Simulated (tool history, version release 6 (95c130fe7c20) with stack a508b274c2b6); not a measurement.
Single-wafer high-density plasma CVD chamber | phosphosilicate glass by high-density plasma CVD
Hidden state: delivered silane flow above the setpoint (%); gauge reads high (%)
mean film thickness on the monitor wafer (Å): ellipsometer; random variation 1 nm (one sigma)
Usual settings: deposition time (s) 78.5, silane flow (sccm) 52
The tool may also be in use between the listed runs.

run,day,deposition time (s),silane flow (sccm),wafers since the last listed run,hours since the silane flow controller was replaced,hours since the gauge calibration,"read-back reference wafer on the same gauge, thickness_nm",mean film thickness on the monitor wafer (Å)
1,0,78.5,52,0,3268.1,289.7,404.938,3354.26
2,0.717,78.5,52,274,3285.3,306.9,405.266,3371.14
3,1.712,78.5,52,381,3309.2,330.8,405.07,3358.71
4,2.317,78.5,52,231,3323.7,345.3,404.879,3380.86
5,3.583,78.5,52,485,3354.1,375.7,404.818,3355.43
6,4.671,78.5,52,416,3380.2,401.8,405.026,3350.74
7,5.442,78.5,52,295,3398.7,420.3,404.976,3381.91
8,5.958,69.4,47,198,3411.1,432.7,405.475,2695.52
9,7.425,69.4,47,562,3446.3,467.9,405.057,2679.21
10,8.312,69.4,47,340,3467.6,489.2,404.978,2699.03
11,8.9,72.6,57,225,3481.7,503.3,405.038,3393.96
12,9.829,72.6,57,356,3504,525.6,405.078,3404.83
13,10.621,72.6,57,303,3523,544.6,404.786,3398.33
14,11.558,78.5,52,359,3545.5,567.1,404.533,3344.08
15,13.046,78.5,52,570,3581.2,602.8,404.842,3351.48
16,13.642,78.5,52,228,3595.5,617.1,404.824,3366.03
17,14.646,78.5,52,384,3619.6,641.2,405.138,3357.95
18,15.562,78.5,52,351,3641.6,663.2,404.714,3358.26
19,16.804,78.5,52,475,3671.4,693,405.106,3353.29
20,17.717,78.5,60,349,3693.3,714.9,405.161,3850.96
21,18.238,78.5,60,199,3705.8,727.4,405.256,3852.26
22,19.6,78.5,52,522,3738.5,760.1,404.815,3351.96
23,20.154,78.5,42,212,3751.8,773.4,404.806,2731.32
24,20.954,88.3,57,306,3771,792.6,405.072,4114.98
25,22.296,78.5,52,514,3803.2,824.8,405.046,3351.34
# day 23.238: gauge calibrated
26,23.583,90.1,58,493,3834.1,8.3,405.316,4273.21
# day 24.142: silane flow controller replaced
27,24.588,65.5,60,257,10.7,32.4,404.842,3376.03
28,25.704,78.5,49,427,37.5,59.2,404.645,3325.07
29,26.775,78.5,55,410,63.2,84.9,405.44,3716.83
30,28.021,72.2,45,477,93.1,114.8,405.304,2808.17
31,29.112,78.5,52,418,119.3,141,404.984,3505.62
32,30.088,89.8,59,373,142.7,164.4,405.037,4532.58
33,31.158,66.3,49,410,168.4,190.1,405.051,2804.7
34,31.712,78.5,52,212,181.7,203.4,405.016,3511.32
35,32.329,78.5,43,236,196.5,218.2,405.308,2908.74
36,33.067,63.1,52,282,214.2,235.9,405.232,2797.05
37,33.688,63.9,61,237,229.1,250.8,405.097,3299.53
38,34.271,93.2,56,223,243.1,264.8,405.111,4460.35
39,36.712,93.2,46,935,301.7,323.4,405.344,3683.43
40,37.379,78.5,52,255,317.7,339.4,404.948,3481.03
41,38.175,78.5,45,305,336.8,358.5,404.619,3016.64
42,38.938,78.5,52,292,355.1,376.8,404.945,3487.39
43,39.888,90.5,52,364,377.9,399.6,404.921,4008.6
44,40.688,70.5,55,306,397.1,418.8,405.472,3293.46
45,41.571,78.5,52,338,418.3,440,404.917,3480.24

Forecast each of these 5 alternatives for the next run:
A,41.588,78.5,52,6,418.7,440.4,?,?
B,41.588,90.8,48,6,418.7,440.4,?,?
C,41.588,86.1,49,6,418.7,440.4,?,?
D,41.588,88.1,44,6,418.7,440.4,?,?
E,41.588,74.6,45,6,418.7,440.4,?,?

run,"read-back reference wafer on the same gauge, thickness_nm",mean film thickness on the monitor wafer (Å)
A,404.836,3459.06
B,404.836,3703.23
C,404.836,3582.14
D,404.836,3304.14
E,404.836,2859.01
Without the tool's hidden state the same runs would have given:
run,mean film thickness on the monitor wafer (Å)
A,3530.01
B,3779.19
C,3655.62
D,3371.92
E,2917.65
